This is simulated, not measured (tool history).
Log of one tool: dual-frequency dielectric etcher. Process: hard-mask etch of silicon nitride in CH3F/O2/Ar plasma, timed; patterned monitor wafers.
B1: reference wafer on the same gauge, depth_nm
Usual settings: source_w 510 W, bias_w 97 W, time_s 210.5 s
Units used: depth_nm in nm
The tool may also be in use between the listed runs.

run 1 hour=0 | source_w=510 bias_w=104 time_s=210.5 | B1=150 | depth_nm=187.1
run 2 hour=24.1 | source_w=510 bias_w=97 time_s=210.5 | B1=150.2 | depth_nm=182.8
run 3 hour=48.3 | source_w=510 bias_w=97 time_s=210.5 | B1=150 | depth_nm=183.2
run 4 hour=60.3 | source_w=510 bias_w=97 time_s=210.5 | B1=149.9 | depth_nm=183.2
run 5 hour=105.1 | source_w=510 bias_w=97 time_s=210.5 | B1=149.9 | depth_nm=183.8
run 6 hour=130.7 | source_w=510 bias_w=97 time_s=210.5 | B1=150 | depth_nm=184.1
run 7 hour=155 | source_w=510 bias_w=97 time_s=210.5 | B1=149.9 | depth_nm=184.4
run 8 hour=187.2 | source_w=410 bias_w=113 time_s=210.5 | B1=150 | depth_nm=180
run 9 hour=218.3 | source_w=410 bias_w=113 time_s=210.5 | B1=150.1 | depth_nm=180.2
run 10 hour=251.5 | source_w=540 bias_w=97 time_s=210.5 | B1=150.1 | depth_nm=189.1
run 11 hour=271.7 | source_w=590 bias_w=97 time_s=210.5 | B1=150 | depth_nm=195.4
run 12 hour=306.5 | source_w=590 bias_w=97 time_s=210.5 | B1=150.1 | depth_nm=195.6
run 13 hour=325.1 | source_w=590 bias_w=97 time_s=210.5 | B1=150.1 | depth_nm=195.6
run 14 hour=351.6 | source_w=510 bias_w=97 time_s=210.5 | B1=150 | depth_nm=186.5
-- hour=389.8 gauge calibrated
-- hour=400.1 wet clean of the chamber
run 15 hour=400.6 | source_w=510 bias_w=109 time_s=162 | B1=150.1 | depth_nm=145.9
run 16 hour=421.5 | source_w=410 bias_w=75 time_s=181.5 | B1=150 | depth_nm=134.4
-- hour=438.2 bias power generator calibrated
run 17 hour=450.8 | source_w=510 bias_w=97 time_s=210.5 | B1=150 | depth_nm=181.1
-- hour=482.5 upper electrode replaced
run 18 hour=483 | source_w=610 bias_w=107 time_s=210.5 | B1=150.1 | depth_nm=199.6
run 19 hour=492.6 | source_w=630 bias_w=109 time_s=159.5 | B1=150.1 | depth_nm=154.3
run 20 hour=512.2 | source_w=610 bias_w=81 time_s=168 | B1=150.2 | depth_nm=145.3
run 21 hour=524.6 | source_w=620 bias_w=107 time_s=210.5 | B1=150 | depth_nm=201.2
run 22 hour=551.4 | source_w=420 bias_w=87 time_s=252.5 | B1=150 | depth_nm=195.8
run 23 hour=576.2 | source_w=560 bias_w=97 time_s=236 | B1=150 | depth_nm=210.9
-- hour=608.1 source power generator calibrated
run 24 hour=608.6 | source_w=620 bias_w=116 time_s=245 | B1=150.1 | depth_nm=241.1
run 25 hour=640.1 | source_w=510 bias_w=81 time_s=174.5 | B1=150.1 | depth_nm=142.2
run 26 hour=668.2 | source_w=510 bias_w=97 time_s=210.5 | B1=150.1 | depth_nm=182.5
run 27 hour=702.6 | source_w=570 bias_w=97 time_s=210.5 | B1=149.9 | depth_nm=190.2
run 28 hour=725.1 | source_w=570 bias_w=108 time_s=161 | B1=150.1 | depth_nm=151
run 29 hour=752.5 | source_w=380 bias_w=79 time_s=267 | B1=150 | depth_nm=196
run 30 hour=768.7 | source_w=560 bias_w=97 time_s=236 | B1=150.1 | depth_nm=212.5

Here are 4 independent what-if runs from the current tool condition. What would each one return?
run A hour=769.2 | source_w=510 bias_w=87 time_s=210.5 | B1=? | depth_nm=?
run B hour=769.2 | source_w=590 bias_w=111 time_s=210.5 | B1=? | depth_nm=?
run C hour=769.2 | source_w=510 bias_w=97 time_s=269 | B1=? | depth_nm=?
run D hour=769.2 | source_w=460 bias_w=103 time_s=186.5 | B1=? | depth_nm=?

run=A B1=149.9 depth_nm=177
run=B B1=149.9 depth_nm=202.1
run=C B1=149.9 depth_nm=234.3
run=D B1=149.9 depth_nm=159.7
Without the tool's unlogged condition, the same runs would have read:
run=A depth_nm=173.5
run=B depth_nm=198.1
run=C depth_nm=229.7
run=D depth_nm=156.5

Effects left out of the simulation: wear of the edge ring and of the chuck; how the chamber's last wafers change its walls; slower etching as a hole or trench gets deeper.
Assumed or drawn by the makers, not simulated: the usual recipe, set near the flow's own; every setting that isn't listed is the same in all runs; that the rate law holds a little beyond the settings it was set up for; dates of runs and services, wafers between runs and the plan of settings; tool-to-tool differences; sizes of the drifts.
